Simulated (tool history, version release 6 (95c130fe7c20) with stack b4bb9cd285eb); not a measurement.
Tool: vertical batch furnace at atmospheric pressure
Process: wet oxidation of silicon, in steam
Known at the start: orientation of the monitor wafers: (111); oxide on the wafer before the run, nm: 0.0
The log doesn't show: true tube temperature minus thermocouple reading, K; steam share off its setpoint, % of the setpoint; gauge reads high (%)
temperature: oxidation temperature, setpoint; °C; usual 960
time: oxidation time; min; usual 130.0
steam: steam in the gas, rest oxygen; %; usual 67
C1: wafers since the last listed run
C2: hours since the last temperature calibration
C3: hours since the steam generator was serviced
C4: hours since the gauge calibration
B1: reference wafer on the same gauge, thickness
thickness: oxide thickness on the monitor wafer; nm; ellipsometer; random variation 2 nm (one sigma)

Run 1, hour 0.0: usual settings but time 165.5 min, steam 58 %; C1 0; C2 3003.9; C3 1084.9; C4 651.5; B1 426.61. Result: thickness 468.53 nm.
Run 2, hour 74.7: usual settings but time 165.5 min, steam 58 %; C1 866; C2 3078.6; C3 1159.6; C4 726.2; B1 426.59. Result: thickness 467.75 nm.
Run 3, hour 128.5: usual settings but time 165.5 min, steam 58 %; C1 624; C2 3132.4; C3 1213.4; C4 780.0; B1 425.94. Result: thickness 466.96 nm.
Run 4, hour 223.1: usual settings but time 157.5 min, steam 76 %; C1 1097; C2 3227.0; C3 1308.0; C4 874.6; B1 424.70. Result: thickness 529.53 nm.
Run 5, hour 363.3: usual settings but time 157.5 min, steam 76 %; C1 1626; C2 3367.2; C3 1448.2; C4 1014.8; B1 424.28. Result: thickness 533.56 nm.
Run 6, hour 467.8: usual settings; C1 1212; C2 3471.7; C3 1552.7; C4 1119.3; B1 423.87. Result: thickness 435.91 nm.
Run 7, hour 513.0: usual settings; C1 524; C2 3516.9; C3 1597.9; C4 1164.5; B1 423.47. Result: thickness 434.99 nm.
Run 8, hour 611.6: usual settings; C1 1143; C2 3615.5; C3 1696.5; C4 1263.1; B1 423.00. Result: thickness 434.03 nm.
Run 9, hour 667.8: usual settings; C1 651; C2 3671.7; C3 1752.7; C4 1319.3; B1 422.88. Result: thickness 432.44 nm.
Run 10, hour 767.1: usual settings but temperature 948 °C; C1 1151; C2 3771.0; C3 1852.0; C4 1418.6; B1 422.23. Result: thickness 398.64 nm.
Run 11, hour 841.9: usual settings; C1 867; C2 3845.8; C3 1926.8; C4 1493.4; B1 422.25. Result: thickness 434.83 nm.
Run 12, hour 893.6: usual settings; C1 599; C2 3897.5; C3 1978.5; C4 1545.1; B1 422.18. Result: thickness 433.78 nm.
Run 13, hour 944.8: usual settings; C1 593; C2 3948.7; C3 2029.7; C4 1596.3; B1 421.96. Result: thickness 435.09 nm.
Run 14, hour 1044.6: usual settings but steam 76 %; C1 1157; C2 4048.5; C3 2129.5; C4 1696.1; B1 421.65. Result: thickness 468.98 nm.
Run 15, hour 1107.7: usual settings but steam 76 %; C1 731; C2 4111.6; C3 2192.6; C4 1759.2; B1 421.83. Result: thickness 467.86 nm.
Run 16, hour 1182.4: usual settings; C1 866; C2 4186.3; C3 2267.3; C4 1833.9; B1 422.21. Result: thickness 433.02 nm.
Run 17, hour 1254.2: usual settings but time 154.0 min; C1 832; C2 4258.1; C3 2339.1; C4 1905.7; B1 421.58. Result: thickness 479.53 nm.
At hour 1264.9: gauge calibrated.
Run 18, hour 1299.3: usual settings but time 77.5 min; C1 523; C2 4303.2; C3 2384.2; C4 34.4; B1 438.06. Result: thickness 317.43 nm.
Run 19, hour 1344.4: usual settings; C1 523; C2 4348.3; C3 2429.3; C4 79.5; B1 436.70. Result: thickness 450.70 nm.
Run 20, hour 1389.2: usual settings; C1 519; C2 4393.1; C3 2474.1; C4 124.3; B1 435.64. Result: thickness 450.20 nm.
Run 21, hour 1425.4: usual settings but temperature 945 °C, steam 57 %; C1 419; C2 4429.3; C3 2510.3; C4 160.5; B1 434.26. Result: thickness 360.01 nm.
Run 22, hour 1517.9: usual settings but temperature 944 °C, steam 77 %; C1 1072; C2 4521.8; C3 2602.8; C4 253.0; B1 432.69. Result: thickness 437.92 nm.
Run 23, hour 1578.3: usual settings but temperature 941 °C; C1 700; C2 4582.2; C3 2663.2; C4 313.4; B1 430.60. Result: thickness 390.82 nm.
Run 24, hour 1672.8: usual settings; C1 1096; C2 4676.7; C3 2757.7; C4 407.9; B1 429.33. Result: thickness 440.00 nm.
Run 25, hour 1753.0: usual settings but temperature 940 °C, time 160.0 min, steam 74 %; C1 930; C2 4756.9; C3 2837.9; C4 488.1; B1 427.80. Result: thickness 469.54 nm.
At hour 1805.1: thermocouples replaced and temperature profile calibrated.
Run 26, hour 1826.0: usual settings but time 169.0 min; C1 568; C2 20.9; C3 2910.9; C4 561.1; B1 426.44. Result: thickness 517.68 nm.
Run 27, hour 1929.2: usual settings but steam 56 %; C1 1197; C2 124.1; C3 3014.1; C4 664.3; B1 425.53. Result: thickness 388.68 nm.
Run 28, hour 2013.3: usual settings but temperature 954 °C, time 78.5 min, steam 58 %; C1 975; C2 208.2; C3 3098.2; C4 748.4; B1 424.78. Result: thickness 268.19 nm.
At hour 2088.4: steam generator serviced.
Run 29, hour 2088.9: usual settings but temperature 947 °C, steam 73 %; C1 598; C2 283.8; C3 0.5; C4 824.0; B1 424.17. Result: thickness 421.85 nm.
Run 30, hour 2178.1: usual settings but time 194.5 min, steam 56 %; C1 1034; C2 373.0; C3 89.7; C4 913.2; B1 423.39. Result: thickness 504.20 nm.
Run 31, hour 2239.6: usual settings but time 184.0 min; C1 713; C2 434.5; C3 151.2; C4 974.7; B1 423.32. Result: thickness 541.46 nm.
Run 32, hour 2298.9: usual settings but time 113.5 min; C1 687; C2 493.8; C3 210.5; C4 1034.0; B1 422.89. Result: thickness 397.65 nm.
Run 33, hour 2377.3: usual settings but temperature 949 °C, steam 58 %; C1 909; C2 572.2; C3 288.9; C4 1112.4; B1 422.11. Result: thickness 363.87 nm.
Run 34, hour 2440.7: usual settings but temperature 971 °C, steam 71 %; C1 735; C2 635.6; C3 352.3; C4 1175.8; B1 421.85. Result: thickness 483.83 nm.
Run 35, hour 2544.1: usual settings; C1 1199; C2 739.0; C3 455.7; C4 1279.2; B1 421.48. Result: thickness 433.18 nm.
Run 36, hour 2623.4: usual settings but temperature 951 °C, time 164.0 min, steam 57 %; C1 919; C2 818.3; C3 535.0; C4 1358.5; B1 421.57. Result: thickness 426.05 nm.
Run 37, hour 2725.0: usual settings but temperature 979 °C, time 177.0 min, steam 63 %; C1 1178; C2 919.9; C3 636.6; C4 1460.1; B1 421.40. Result: thickness 560.63 nm.

5 ways to go on from here, each from the tool as it stands after run 37. What would each give?
Run A, hour 2730.7: usual settings; C1 66; C2 925.6; C3 642.3; C4 1465.8; B1 ?. Result: thickness ?.
Run B, hour 2730.7: usual settings but temperature 979 °C, time 103.0 min, steam 70 %; C1 66; C2 925.6; C3 642.3; C4 1465.8; B1 ?. Result: thickness ?.
Run C, hour 2730.7: usual settings but temperature 975 °C, time 193.5 min, steam 58 %; C1 66; C2 925.6; C3 642.3; C4 1465.8; B1 ?. Result: thickness ?.
Run D, hour 2730.7: usual settings but temperature 941 °C, steam 74 %; C1 66; C2 925.6; C3 642.3; C4 1465.8; B1 ?. Result: thickness ?.
Run E, hour 2730.7: usual settings but temperature 954 °C, time 175.5 min, steam 56 %; C1 66; C2 925.6; C3 642.3; C4 1465.8; B1 ?. Result: thickness ?.

run      B1  thickness
  A  420.57     430.22
  B  420.57     429.32
  C  420.57     552.06
  D  420.57     404.14
  E  420.57     447.44
Without the tool's hidden state the same runs would have given:
run  thickness
  A     448.69
  B     447.75
  C     575.76
  D     421.49
  E     466.65
